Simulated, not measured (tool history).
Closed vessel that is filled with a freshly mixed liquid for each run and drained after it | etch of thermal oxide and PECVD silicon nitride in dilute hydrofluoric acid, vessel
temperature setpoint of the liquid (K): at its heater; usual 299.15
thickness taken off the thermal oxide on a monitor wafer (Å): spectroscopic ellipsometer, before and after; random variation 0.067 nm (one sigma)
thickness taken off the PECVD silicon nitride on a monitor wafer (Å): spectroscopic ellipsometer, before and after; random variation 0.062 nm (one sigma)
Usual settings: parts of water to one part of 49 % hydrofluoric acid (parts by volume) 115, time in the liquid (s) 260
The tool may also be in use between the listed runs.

run     day  temperature setpoint of the liquid (K)  parts of water to one part of 49 % hydrofluoric acid (parts by volume)  time in the liquid (s)  wafers since the last listed run  hours since the thermometer was replaced  hours since the hydrofluoric acid flow meter was replaced  hours since the gauge calibration  read-back film thickness of the thermal oxide reference wafer, read on the same gauge (nm)  read-back film thickness of the PECVD silicon nitride reference wafer, read on the same gauge (nm)  thickness taken off the thermal oxide on a monitor wafer (Å)  thickness taken off the PECVD silicon nitride on a monitor wafer (Å)
  1       0                                  295.65                                                                     115                     260                                 0                                      24.9                                                      644.7                                109                                                                                      139.99                                                                                                 100                                                         103.3                                                                  93.2
  2   1.775                                  299.15                                                                     115                     260                              2370                                      67.5                                                      687.3                              151.6                                                                                      140.02                                                                                               99.99                                                         117.9                                                                 116.6
  3   5.967                                  295.15                                                                     115                     260                              5597                                     168.1                                                      787.9                              252.2                                                                                      139.98                                                                                              100.05                                                           100                                                                  89.5
  4   7.675                                  299.15                                                                     115                     340                              2281                                     209.1                                                      828.9                              293.2                                                                                      140.02                                                                                              100.04                                                         152.1                                                                 152.5
  5  10.233                                  299.15                                                                     115                     260                              3416                                     270.5                                                      890.3                              354.6                                                                                      140.02                                                                                              100.02                                                         115.4                                                                 115.7
  6  13.033                                  296.15                                                                     115                     345                              3739                                     337.7                                                      957.5                              421.8                                                                                      139.99                                                                                              100.03                                                         137.9                                                                 123.7
  7  16.246                                  299.15                                                                     115                     200                              4289                                     414.8                                                     1034.6                              498.9                                                                                      140.02                                                                                              100.01                                                          89.3                                                                  87.2
  8  18.808                                  299.15                                                                     115                     200                              3421                                     476.3                                                     1096.1                              560.4                                                                                      140.03                                                                                              100.07                                                          88.4                                                                  86.5
  9  20.496                                  299.15                                                                     115                     200                              2253                                     516.8                                                     1136.6                              600.9                                                                                      140.02                                                                                                 100                                                          88.4                                                                  85.9
     21.108  -- thermometer replaced
 10  23.488                                  299.15                                                                     115                     260                              3939                                      57.1                                                     1208.4                              672.7                                                                                         140                                                                                               99.98                                                         116.6                                                                 116.7
 11  26.671                                  299.15                                                                     115                     260                              4250                                     133.5                                                     1284.8                              749.1                                                                                         140                                                                                               99.97                                                         116.8                                                                 115.7
     29.242  -- gauge calibrated
 12    29.3                                  299.15                                                                     115                     260                              3510                                     196.6                                                     1347.9                                1.4                                                                                      139.98                                                                                                 100                                                         117.8                                                                 114.6
     31.754  -- hydrofluoric acid flow meter replaced
 13   32.55                                  295.65                                                                     115                     160                              4284                                     274.6                                                       19.1                               79.4                                                                                         140                                                                                              100.02                                                            62                                                                  55.8
 14  35.425                                  299.15                                                                     115                     260                              3839                                     343.6                                                       88.1                              148.4                                                                                      139.99                                                                                                 100                                                         114.9                                                                 112.6
 15  38.133                                  296.15                                                                      85                     175                              3616                                     408.6                                                      153.1                              213.4                                                                                         140                                                                                              100.01                                                          95.3                                                                  83.8
 16  39.762                                  302.15                                                                     140                     370                              2175                                     447.7                                                      192.2                              252.5                                                                                      139.99                                                                                               99.97                                                           145                                                                 157.8
 17  43.279                                  300.65                                                                     160                     400                              4696                                     532.1                                                      276.6                              336.9                                                                                      139.97                                                                                              100.01                                                         127.2                                                                 135.3
      45.45  -- thermometer replaced
 18  46.542                                  299.15                                                                     145                     260                              4301                                      26.2                                                      354.9                              415.2                                                                                      139.99                                                                                               99.99                                                            90                                                                  93.7
 19  48.683                                  299.15                                                                     115                     260                              2859                                      77.6                                                      406.3                              466.6                                                                                      140.01                                                                                                 100                                                         118.6                                                                 118.3
 20  50.921                                  302.65                                                                      65                     190                              2987                                     131.3                                                        460                              520.3                                                                                      139.99                                                                                              100.04                                                         185.6                                                                   188
 21    53.1                                  297.65                                                                     115                     350                              2910                                     183.6                                                      512.3                              572.6                                                                                      139.99                                                                                              100.02                                                         148.9                                                                   142
 22  55.862                                  302.15                                                                     115                     260                              3688                                     249.9                                                      578.6                              638.9                                                                                      139.99                                                                                              100.04                                                         131.7                                                                 141.3
 23  57.621                                  299.15                                                                     115                     260                              2348                                     292.1                                                      620.8                              681.1                                                                                      139.97                                                                                              100.06                                                         117.2                                                                 115.2
 24  61.425                                  295.65                                                                     115                     160                              5080                                     383.4                                                      712.1                              772.4                                                                                      139.99                                                                                               99.96                                                          62.5                                                                  55.6

Forecast each of these 5 alternatives for the next run:
  A  61.454                                  299.15                                                                     115                     260                                38                                     384.1                                                      712.8                              773.1                                                                                           ?                                                                                                   ?                                                             ?                                                                     ?
  B  61.454                                  297.65                                                                      85                     260                                38                                     384.1                                                      712.8                              773.1                                                                                           ?                                                                                                   ?                                                             ?                                                                     ?
  C  61.454                                  299.15                                                                     130                     210                                38                                     384.1                                                      712.8                              773.1                                                                                           ?                                                                                                   ?                                                             ?                                                                     ?
  D  61.454                                  299.15                                                                     115                     415                                38                                     384.1                                                      712.8                              773.1                                                                                           ?                                                                                                   ?                                                             ?                                                                     ?
  E  61.454                                  295.65                                                                      65                     335                                38                                     384.1                                                      712.8                              773.1                                                                                           ?                                                                                                   ?                                                             ?                                                                     ?

run  read-back film thickness of the thermal oxide reference wafer, read on the same gauge (nm)  read-back film thickness of the PECVD silicon nitride reference wafer, read on the same gauge (nm)  thickness taken off the thermal oxide on a monitor wafer (Å)  thickness taken off the PECVD silicon nitride on a monitor wafer (Å)
  A                                                                                      140.01                                                                                              100.03                                                         116.2                                                                   112
  B                                                                                      140.01                                                                                              100.03                                                         153.7                                                                 136.9
  C                                                                                      140.01                                                                                              100.03                                                          81.5                                                                  80.1
  D                                                                                      140.01                                                                                              100.03                                                         185.4                                                                 178.8
  E                                                                                      140.01                                                                                              100.03                                                         244.7                                                                 200.6
Without the tool's hidden state the same runs would have given:
run  thickness taken off the thermal oxide on a monitor wafer (Å)  thickness taken off the PECVD silicon nitride on a monitor wafer (Å)
  A                                                         119.6                                                                 117.7
  B                                                         158.5                                                                 143.9
  C                                                          83.9                                                                  84.1
  D                                                         190.9                                                                 187.8
  E                                                         252.6                                                                 211.2
